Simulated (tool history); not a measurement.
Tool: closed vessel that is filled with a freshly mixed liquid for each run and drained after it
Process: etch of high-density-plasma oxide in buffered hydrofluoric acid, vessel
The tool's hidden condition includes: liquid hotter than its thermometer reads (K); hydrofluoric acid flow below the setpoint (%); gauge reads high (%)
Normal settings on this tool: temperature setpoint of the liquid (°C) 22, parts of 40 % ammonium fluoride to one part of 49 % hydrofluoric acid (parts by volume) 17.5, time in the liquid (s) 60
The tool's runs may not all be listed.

run    hour  temperature setpoint of the liquid (°C)  parts of 40 % ammonium fluoride to one part of 49 % hydrofluoric acid (parts by volume)  time in the liquid (s)  wafers since the last listed run  hours since the thermometer was replaced  hours since the hydrofluoric acid flow meter was replaced  hours since the gauge calibration  read-back film thickness of the high-density-plasma oxide reference wafer, read on the same gauge (nm)  thickness taken off the high-density-plasma oxide on a monitor wafer (Å)
  1       0                                       22                                                                                     17.5                      60                                 0                                     157.2                                                      497.1                               2945                                                                                                  132.51                                                                     893.1
  2      83                                       22                                                                                     17.5                      60                             10956                                     240.2                                                      580.1                               3028                                                                                                  132.62                                                                     897.3
  3   162.8                                       22                                                                                     17.5                      60                             10533                                       320                                                      659.9                             3107.8                                                                                                  132.65                                                                     893.9
  4     241                                       22                                                                                     17.5                      60                             10322                                     398.2                                                      738.1                               3186                                                                                                  132.74                                                                     901.4
      295.3  -- hydrofluoric acid flow meter replaced
  5   333.1                                       22                                                                                     17.5                      60                             12025                                     490.3                                                       37.8                             3278.1                                                                                                  132.84                                                                     902.2
  6   407.4                                       23                                                                                     17.5                      60                              9807                                     564.6                                                      112.1                             3352.4                                                                                                  132.89                                                                     951.4
  7   512.2                                       23                                                                                     17.5                      60                             13834                                     669.4                                                      216.9                             3457.2                                                                                                  132.97                                                                     949.4
  8   622.6                                     20.5                                                                                     17.5                      60                             14573                                     779.8                                                      327.3                             3567.6                                                                                                  133.06                                                                     831.7
      673.8  -- thermometer replaced
      697.8  -- gauge calibrated
  9   720.1                                     20.5                                                                                     17.5                      60                             12738                                      46.3                                                      424.8                               22.3                                                                                                  130.03                                                                     812.7
 10   767.1                                       22                                                                                       21                      60                              6204                                      93.3                                                      471.8                               69.3                                                                                                  130.06                                                                     750.9
 11     839                                     25.5                                                                                     15.5                      90                              9491                                     165.2                                                      543.7                              141.2                                                                                                  130.14                                                                    1816.9
 12     880                                       22                                                                                     17.5                      60                              5412                                     206.2                                                      584.7                              182.2                                                                                                  130.17                                                                     883.4
 13   941.5                                       22                                                                                     17.5                      60                              8118                                     267.7                                                      646.2                              243.7                                                                                                  130.23                                                                     889.1
 14  1015.6                                       26                                                                                       11                      50                              9781                                     341.8                                                      720.3                              317.8                                                                                                   130.3                                                                    1443.9
     1057.8  -- hydrofluoric acid flow meter replaced
 15  1088.5                                     25.5                                                                                       12                      40                              9491                                     414.7                                                       30.7                              390.7                                                                                                  130.34                                                                    1032.5
 16  1183.3                                     20.5                                                                                     17.5                      75                             12513                                     509.5                                                      125.5                              485.5                                                                                                  130.43                                                                    1016.4
       1361  -- thermometer replaced
 17  1449.8                                       22                                                                                     17.5                      60                             35047                                      88.8                                                        392                                752                                                                                                  130.69                                                                     888.7
 18  1534.6                                       20                                                                                     11.5                      60                             11193                                     173.6                                                      476.8                              836.8                                                                                                  130.75                                                                    1196.3
 19    1580                                       18                                                                                       20                      70                              5992                                       219                                                      522.2                              882.2                                                                                                  130.79                                                                     722.6
 20    1630                                     20.5                                                                                     12.5                      85                              6600                                       269                                                      572.2                              932.2                                                                                                  130.84                                                                    1613.4
 21  1734.6                                     23.5                                                                                     13.5                      40                             13807                                     373.6                                                      676.8                             1036.8                                                                                                  130.95                                                                     826.2
 22  1774.5                                       25                                                                                     12.5                      70                              5266                                     413.5                                                      716.7                             1076.7                                                                                                  130.97                                                                    1696.8
 23  1878.5                                       20                                                                                     21.5                      80                             13728                                     517.5                                                      820.7                             1180.7                                                                                                  131.06                                                                     882.8
     1929.8  -- hydrofluoric acid flow meter replaced
 24  1975.9                                     26.5                                                                                       24                      90                             12725                                     614.9                                                       46.1                             1278.1                                                                                                  131.14                                                                    1318.7
 25  2026.6                                       22                                                                                     17.5                      40                              6692                                     665.6                                                       96.8                             1328.8                                                                                                   131.2                                                                     591.5
       2040  -- thermometer replaced
 26  2114.9                                     23.5                                                                                       21                      90                             11523                                      74.9                                                      185.1                             1417.1                                                                                                  131.26                                                                    1229.7
 27  2321.3                                       22                                                                                     17.5                      95                             27245                                     281.3                                                      391.5                             1623.5                                                                                                  131.46                                                                      1417
 28    2372                                       22                                                                                     17.5                      60                              6692                                       332                                                      442.2                             1674.2                                                                                                   131.5                                                                     891.6
 29  2477.2                                       26                                                                                       22                      70                             13886                                     437.2                                                      547.4                             1779.4                                                                                                  131.63                                                                    1066.4
 30  2544.2                                     23.5                                                                                       23                      60                              8844                                     504.2                                                      614.4                             1846.4                                                                                                  131.64                                                                     778.1
 31  2591.5                                       22                                                                                     17.5                      70                              6243                                     551.5                                                      661.7                             1893.7                                                                                                  131.69                                                                    1039.8
     2596.5  -- hydrofluoric acid flow meter replaced
 32    2637                                       25                                                                                       23                      40                              5874                                       597                                                       40.5                             1939.2                                                                                                  131.75                                                                     559.1

Describe how what the log doesn't record of the tool's condition differs between the last listed run preceding each entry between runs and the first listed run following it.
Logged between run 4 and run 5: hydrofluoric acid flow meter replaced (hour 295.3)
  gauge reads high (%): 2.1 -> 2.17
  what was measured, less what the result would be without the hidden state, thickness taken off the high-density-plasma oxide on a monitor wafer (Å): +18.6 -> +19.1
Logged between run 8 and run 9: thermometer replaced (hour 673.8); gauge calibrated (hour 697.8)
  gauge reads high (%): 2.37 -> 0.0186
  what was measured, less what the result would be without the hidden state, thickness taken off the high-density-plasma oxide on a monitor wafer (Å): +19.2 -> +0.2
Logged between run 14 and run 15: hydrofluoric acid flow meter replaced (hour 1057.8)
  gauge reads high (%): 0.223 -> 0.273
  what was measured, less what the result would be without the hidden state, thickness taken off the high-density-plasma oxide on a monitor wafer (Å): +3.2 -> +2.8
Logged between run 16 and run 17: thermometer replaced (hour 1361)
  gauge reads high (%): 0.339 -> 0.523
  what was measured, less what the result would be without the hidden state, thickness taken off the high-density-plasma oxide on a monitor wafer (Å): +3.4 -> +4.6
Logged between run 23 and run 24: hydrofluoric acid flow meter replaced (hour 1929.8)
  gauge reads high (%): 0.819 -> 0.886
  what was measured, less what the result would be without the hidden state, thickness taken off the high-density-plasma oxide on a monitor wafer (Å): +7.2 -> +11.6
Logged between run 25 and run 26: thermometer replaced (hour 2040)
  gauge reads high (%): 0.921 -> 0.982
  what was measured, less what the result would be without the hidden state, thickness taken off the high-density-plasma oxide on a monitor wafer (Å): +5.4 -> +12
Logged between run 31 and run 32: hydrofluoric acid flow meter replaced (hour 2596.5)
  gauge reads high (%): 1.31 -> 1.34
  what was measured, less what the result would be without the hidden state, thickness taken off the high-density-plasma oxide on a monitor wafer (Å): +13.5 -> +7.4
